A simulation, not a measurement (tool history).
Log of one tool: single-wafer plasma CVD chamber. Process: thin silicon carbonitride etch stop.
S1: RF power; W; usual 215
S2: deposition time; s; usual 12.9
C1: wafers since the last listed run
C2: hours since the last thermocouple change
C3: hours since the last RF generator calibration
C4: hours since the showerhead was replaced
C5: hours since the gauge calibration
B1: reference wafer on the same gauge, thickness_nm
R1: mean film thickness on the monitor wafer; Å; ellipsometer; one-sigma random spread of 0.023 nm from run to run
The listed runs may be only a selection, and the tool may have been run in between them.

run    hour   S1    S2    C1      C2      C3      C4     C5     B1     R1
  1     0.0  215  12.3     0  1909.3  1110.9  6022.3  508.6  6.088  64.32
       39.8  -- gauge calibrated
  2    40.7  215  12.3  1059  1950.0  1151.6  6063.0    0.9  6.091  64.28
  3    69.6  215  12.3   752  1978.9  1180.5  6091.9   29.8  6.091  63.93
  4   129.4  180  13.6  1556  2038.7  1240.3  6151.7   89.6  6.098  67.07
  5   188.5  190  12.9  1538  2097.8  1299.4  6210.8  148.7  6.097  64.40
  6   215.1  190  12.9   692  2124.4  1326.0  6237.4  175.3  6.100  64.43
  7   276.3  190  12.9  1592  2185.6  1387.2  6298.6  236.5  6.089  64.71
  8   313.3  215  12.9   963  2222.6  1424.2  6335.6  273.5  6.086  67.14
  9   354.9  215  12.9  1082  2264.2  1465.8  6377.2  315.1  6.088  67.67
      393.7  -- thermocouple changed; heater temperature recalibrated
 10   409.4  215  12.9  1210    15.7  1520.3  6431.7  369.6  6.096  67.35
 11   458.7  215  12.9  1283    65.0  1569.6  6481.0  418.9  6.089  66.78
      514.5  -- RF generator calibrated
 12   515.0  215  12.9  1257   121.3     0.5  6537.3  475.2  6.087  67.67
 13   555.5  215  12.9  1054   161.8    41.0  6577.8  515.7  6.091  67.31
 14   598.1  255  14.2  1108   204.4    83.6  6620.4  558.3  6.098  78.39
 15   646.7  190  11.1  1264   253.0   132.2  6669.0  606.9  6.082  55.59
      658.3  -- gauge calibrated
 16   698.4  175  12.9  1345   304.7   183.9  6720.7   40.1  6.099  62.70
 17   745.9  215  12.9  1236   352.2   231.4  6768.2   87.6  6.087  67.68
 18   816.7  215  12.3  1842   423.0   302.2  6839.0  158.4  6.090  64.05
 19   847.2  215  13.8   793   453.5   332.7  6869.5  188.9  6.089  71.92
      871.9  -- showerhead replaced
 20   917.1  240  12.9  1611   523.4   402.6    45.2  258.8  6.084  69.85
 21   957.2  190  12.9  1043   563.5   442.7    85.3  298.9  6.089  64.58
 22   994.9  250  11.5   981   601.2   480.4   123.0  336.6  6.089  63.23
 23  1027.9  255  14.5   858   634.2   513.4   156.0  369.6  6.088  80.05
 24  1078.6  215  15.2  1319   684.9   564.1   206.7  420.3  6.091  79.22
 25  1116.9  245  10.7   996   723.2   602.4   245.0  458.6  6.090  58.20

What the log doesn't show, run by run:
wafer temperature above the value expected at the setpoint (K): 0 in every run
delivered RF power above the setpoint (%): 0 in every run
gauge reads high (%): 0 in every run
